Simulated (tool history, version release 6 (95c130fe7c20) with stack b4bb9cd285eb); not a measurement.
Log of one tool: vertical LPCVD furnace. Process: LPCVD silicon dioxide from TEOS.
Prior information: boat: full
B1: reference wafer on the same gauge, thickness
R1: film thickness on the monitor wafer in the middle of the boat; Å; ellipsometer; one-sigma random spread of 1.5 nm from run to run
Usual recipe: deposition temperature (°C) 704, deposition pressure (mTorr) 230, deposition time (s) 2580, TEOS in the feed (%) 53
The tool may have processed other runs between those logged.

{"run": 1, "hour": 0.0, "deposition temperature (°C)": 704, "deposition pressure (mTorr)": 255, "deposition time (s)": 2580, "TEOS in the feed (%)": 53, "B1": 302.65, "R1": 2814}
{"run": 2, "hour": 121.3, "deposition temperature (°C)": 704, "deposition pressure (mTorr)": 255, "deposition time (s)": 2580, "TEOS in the feed (%)": 53, "B1": 302.91, "R1": 2813.5}
{"run": 3, "hour": 159.4, "deposition temperature (°C)": 704, "deposition pressure (mTorr)": 230, "deposition time (s)": 2580, "TEOS in the feed (%)": 57, "B1": 303.1, "R1": 2768.9}
{"run": 4, "hour": 192.6, "deposition temperature (°C)": 704, "deposition pressure (mTorr)": 230, "deposition time (s)": 2580, "TEOS in the feed (%)": 53, "B1": 302.65, "R1": 2717.6}
{"run": 5, "hour": 247.3, "deposition temperature (°C)": 704, "deposition pressure (mTorr)": 230, "deposition time (s)": 2580, "TEOS in the feed (%)": 60, "B1": 303.03, "R1": 2870.7}
{"run": 6, "hour": 310.3, "deposition temperature (°C)": 704, "deposition pressure (mTorr)": 230, "deposition time (s)": 2580, "TEOS in the feed (%)": 60, "B1": 302.93, "R1": 2897.3}
{"run": 7, "hour": 376.6, "deposition temperature (°C)": 704, "deposition pressure (mTorr)": 230, "deposition time (s)": 2580, "TEOS in the feed (%)": 60, "B1": 302.69, "R1": 2924.5}
{"run": 8, "hour": 411.2, "deposition temperature (°C)": 704, "deposition pressure (mTorr)": 230, "deposition time (s)": 2580, "TEOS in the feed (%)": 53, "B1": 302.77, "R1": 2719.2}
{"run": 9, "hour": 456.5, "deposition temperature (°C)": 704, "deposition pressure (mTorr)": 230, "deposition time (s)": 2580, "TEOS in the feed (%)": 53, "B1": 302.99, "R1": 2752.1}
{"run": 10, "hour": 482.2, "deposition temperature (°C)": 704, "deposition pressure (mTorr)": 230, "deposition time (s)": 2580, "TEOS in the feed (%)": 53, "B1": 303.19, "R1": 2742.4}
{"run": 11, "hour": 522.6, "deposition temperature (°C)": 704, "deposition pressure (mTorr)": 230, "deposition time (s)": 2580, "TEOS in the feed (%)": 53, "B1": 303.17, "R1": 2755.1}
{"run": 12, "hour": 581.5, "deposition temperature (°C)": 704, "deposition pressure (mTorr)": 230, "deposition time (s)": 2580, "TEOS in the feed (%)": 53, "B1": 303.09, "R1": 2776.9}
{"run": 13, "hour": 642.3, "deposition temperature (°C)": 704, "deposition pressure (mTorr)": 230, "deposition time (s)": 2580, "TEOS in the feed (%)": 53, "B1": 303.06, "R1": 2779.6}
{"run": 14, "hour": 698.6, "deposition temperature (°C)": 696, "deposition pressure (mTorr)": 230, "deposition time (s)": 2580, "TEOS in the feed (%)": 53, "B1": 302.82, "R1": 2323.9}
{"run": 15, "hour": 764.4, "deposition temperature (°C)": 704, "deposition pressure (mTorr)": 230, "deposition time (s)": 2580, "TEOS in the feed (%)": 59, "B1": 303.08, "R1": 2963.2}
{"run": 16, "hour": 809.1, "deposition temperature (°C)": 704, "deposition pressure (mTorr)": 230, "deposition time (s)": 1590, "TEOS in the feed (%)": 53, "B1": 302.84, "R1": 1734.1}
{"hour": 833.8, "done": "pressure gauge zeroed"}
{"run": 17, "hour": 865.3, "deposition temperature (°C)": 704, "deposition pressure (mTorr)": 175, "deposition time (s)": 2580, "TEOS in the feed (%)": 53, "B1": 302.64, "R1": 2438.4}
{"hour": 936.6, "done": "thermocouples replaced and temperature profile calibrated"}
{"hour": 953.4, "done": "TEOS flow controller replaced"}
{"run": 18, "hour": 953.9, "deposition temperature (°C)": 704, "deposition pressure (mTorr)": 230, "deposition time (s)": 2580, "TEOS in the feed (%)": 53, "B1": 303.33, "R1": 2589.8}
{"run": 19, "hour": 968.8, "deposition temperature (°C)": 697, "deposition pressure (mTorr)": 215, "deposition time (s)": 3540, "TEOS in the feed (%)": 48, "B1": 303.09, "R1": 2797.8}
{"run": 20, "hour": 1005.2, "deposition temperature (°C)": 712, "deposition pressure (mTorr)": 250, "deposition time (s)": 2010, "TEOS in the feed (%)": 62, "B1": 302.99, "R1": 2737.5}
{"run": 21, "hour": 1210.2, "deposition temperature (°C)": 698, "deposition pressure (mTorr)": 230, "deposition time (s)": 2580, "TEOS in the feed (%)": 53, "B1": 302.96, "R1": 2263.7}
{"hour": 1239.1, "done": "gauge calibrated"}
{"run": 22, "hour": 1257.8, "deposition temperature (°C)": 704, "deposition pressure (mTorr)": 195, "deposition time (s)": 3120, "TEOS in the feed (%)": 57, "B1": 303.5, "R1": 3007.9}
{"run": 23, "hour": 1307.6, "deposition temperature (°C)": 704, "deposition pressure (mTorr)": 230, "deposition time (s)": 2580, "TEOS in the feed (%)": 53, "B1": 302.91, "R1": 2565.9}
{"run": 24, "hour": 1364.5, "deposition temperature (°C)": 704, "deposition pressure (mTorr)": 200, "deposition time (s)": 3210, "TEOS in the feed (%)": 53, "B1": 303.45, "R1": 3048.3}

Forecast run 25:
{"run": 25, "hour": 1395.5, "deposition temperature (°C)": 711, "deposition pressure (mTorr)": 190, "deposition time (s)": 2580, "TEOS in the feed (%)": 53, "B1": "?", "R1": "?"}

Run 25 yielded B1 303.16, R1 2787.2 Å.
The same run, on a tool lacking any hidden state, would have yielded R1 2747.3 Å.
